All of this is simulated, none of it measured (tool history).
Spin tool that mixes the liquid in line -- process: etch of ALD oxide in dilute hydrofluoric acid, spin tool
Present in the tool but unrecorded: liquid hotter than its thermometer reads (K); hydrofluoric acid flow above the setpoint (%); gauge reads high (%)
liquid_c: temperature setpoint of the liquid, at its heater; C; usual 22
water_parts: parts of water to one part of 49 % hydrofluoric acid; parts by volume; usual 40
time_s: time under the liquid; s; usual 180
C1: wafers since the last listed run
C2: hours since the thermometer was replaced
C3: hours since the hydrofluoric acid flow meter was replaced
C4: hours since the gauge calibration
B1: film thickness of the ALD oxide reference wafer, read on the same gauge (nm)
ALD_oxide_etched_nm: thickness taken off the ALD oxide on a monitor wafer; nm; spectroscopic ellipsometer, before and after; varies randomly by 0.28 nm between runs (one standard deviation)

run 1 hour=0 | liquid_c=22 water_parts=40 time_s=180 | C1=0 C2=674.6 C3=14.7 C4=1278.1 | B1=119.99 | ALD_oxide_etched_nm=45.86
run 2 hour=79.2 | liquid_c=22 water_parts=40 time_s=180 | C1=341 C2=753.8 C3=93.9 C4=1357.3 | B1=120.02 | ALD_oxide_etched_nm=45.96
run 3 hour=167.8 | liquid_c=22 water_parts=40 time_s=180 | C1=382 C2=842.4 C3=182.5 C4=1445.9 | B1=120.02 | ALD_oxide_etched_nm=46.23
run 4 hour=203.9 | liquid_c=22 water_parts=40 time_s=180 | C1=155 C2=878.5 C3=218.6 C4=1482 | B1=120.02 | ALD_oxide_etched_nm=45.54
run 5 hour=245.1 | liquid_c=22 water_parts=40 time_s=180 | C1=177 C2=919.7 C3=259.8 C4=1523.2 | B1=119.99 | ALD_oxide_etched_nm=46.08
run 6 hour=560.1 | liquid_c=18.5 water_parts=40 time_s=110 | C1=1360 C2=1234.7 C3=574.8 C4=1838.2 | B1=120 | ALD_oxide_etched_nm=24.53
run 7 hour=604.7 | liquid_c=22 water_parts=40 time_s=180 | C1=192 C2=1279.3 C3=619.4 C4=1882.8 | B1=119.98 | ALD_oxide_etched_nm=46.37
run 8 hour=727.8 | liquid_c=22 water_parts=40 time_s=180 | C1=531 C2=1402.4 C3=742.5 C4=2005.9 | B1=120 | ALD_oxide_etched_nm=46.41
run 9 hour=806.8 | liquid_c=22 water_parts=40 time_s=180 | C1=341 C2=1481.4 C3=821.5 C4=2084.9 | B1=119.99 | ALD_oxide_etched_nm=46.83
run 10 hour=853.6 | liquid_c=22 water_parts=40 time_s=180 | C1=202 C2=1528.2 C3=868.3 C4=2131.7 | B1=120 | ALD_oxide_etched_nm=47.15
run 11 hour=949.3 | liquid_c=22 water_parts=40 time_s=180 | C1=413 C2=1623.9 C3=964 C4=2227.4 | B1=120.03 | ALD_oxide_etched_nm=46.87
run 12 hour=1053 | liquid_c=22 water_parts=40 time_s=180 | C1=447 C2=1727.6 C3=1067.7 C4=2331.1 | B1=120.01 | ALD_oxide_etched_nm=46.55
run 13 hour=1153.8 | liquid_c=22 water_parts=60 time_s=150 | C1=435 C2=1828.4 C3=1168.5 C4=2431.9 | B1=119.99 | ALD_oxide_etched_nm=25.49
run 14 hour=1237.7 | liquid_c=25.5 water_parts=35 time_s=180 | C1=362 C2=1912.3 C3=1252.4 C4=2515.8 | B1=120.02 | ALD_oxide_etched_nm=62.34
run 15 hour=1310.6 | liquid_c=20.5 water_parts=25 time_s=280 | C1=314 C2=1985.2 C3=1325.3 C4=2588.7 | B1=119.99 | ALD_oxide_etched_nm=111.17
-- hour=1388.3 hydrofluoric acid flow meter replaced
-- hour=1441 thermometer replaced
run 16 hour=1576.8 | liquid_c=25.5 water_parts=40 time_s=130 | C1=1140 C2=135.8 C3=188.5 C4=2854.9 | B1=119.99 | ALD_oxide_etched_nm=40.45
-- hour=1612.7 gauge calibrated
run 17 hour=1683.7 | liquid_c=22 water_parts=40 time_s=180 | C1=461 C2=242.7 C3=295.4 C4=71 | B1=120.01 | ALD_oxide_etched_nm=48.48
-- hour=1748.4 thermometer replaced, repeated, since the last time left the tool worse
run 18 hour=1748.9 | liquid_c=18 water_parts=60 time_s=225 | C1=277 C2=0.5 C3=360.6 C4=136.2 | B1=119.99 | ALD_oxide_etched_nm=31.8
run 19 hour=1793.9 | liquid_c=24 water_parts=25 time_s=180 | C1=194 C2=45.5 C3=405.6 C4=181.2 | B1=119.98 | ALD_oxide_etched_nm=81.16
run 20 hour=1873.9 | liquid_c=22 water_parts=40 time_s=270 | C1=345 C2=125.5 C3=485.6 C4=261.2 | B1=119.98 | ALD_oxide_etched_nm=68.72
run 21 hour=1960.9 | liquid_c=18.5 water_parts=40 time_s=110 | C1=375 C2=212.5 C3=572.6 C4=348.2 | B1=120.02 | ALD_oxide_etched_nm=24.32
run 22 hour=2018.9 | liquid_c=24.5 water_parts=50 time_s=270 | C1=250 C2=270.5 C3=630.6 C4=406.2 | B1=119.99 | ALD_oxide_etched_nm=59.93
run 23 hour=2093 | liquid_c=22 water_parts=40 time_s=180 | C1=319 C2=344.6 C3=704.7 C4=480.3 | B1=120.03 | ALD_oxide_etched_nm=46.35
run 24 hour=2142.9 | liquid_c=24.5 water_parts=35 time_s=135 | C1=215 C2=394.5 C3=754.6 C4=530.2 | B1=120.03 | ALD_oxide_etched_nm=44.53
run 25 hour=2224.5 | liquid_c=26 water_parts=55 time_s=110 | C1=352 C2=476.1 C3=836.2 C4=611.8 | B1=119.99 | ALD_oxide_etched_nm=23.68

Branching from run 25: 5 alternative next runs. What would each branch give?
run A hour=2225 | liquid_c=22 water_parts=20 time_s=180 | C1=2 C2=476.6 C3=836.7 C4=612.3 | B1=? | ALD_oxide_etched_nm=?
run B hour=2225 | liquid_c=22 water_parts=40 time_s=245 | C1=2 C2=476.6 C3=836.7 C4=612.3 | B1=? | ALD_oxide_etched_nm=?
run C hour=2225 | liquid_c=18.5 water_parts=40 time_s=125 | C1=2 C2=476.6 C3=836.7 C4=612.3 | B1=? | ALD_oxide_etched_nm=?
run D hour=2225 | liquid_c=18 water_parts=40 time_s=130 | C1=2 C2=476.6 C3=836.7 C4=612.3 | B1=? | ALD_oxide_etched_nm=?
run E hour=2225 | liquid_c=19.5 water_parts=25 time_s=255 | C1=2 C2=476.6 C3=836.7 C4=612.3 | B1=? | ALD_oxide_etched_nm=?

run=A B1=119.97 ALD_oxide_etched_nm=94.89
run=B B1=119.97 ALD_oxide_etched_nm=62.94
run=C B1=119.97 ALD_oxide_etched_nm=27.66
run=D B1=119.97 ALD_oxide_etched_nm=28.15
run=E B1=119.97 ALD_oxide_etched_nm=95.96
Without the tool's unlogged condition, the same runs would have read:
run=A ALD_oxide_etched_nm=94.08
run=B ALD_oxide_etched_nm=62.41
run=C ALD_oxide_etched_nm=27.42
run=D ALD_oxide_etched_nm=27.91
run=E ALD_oxide_etched_nm=95.13
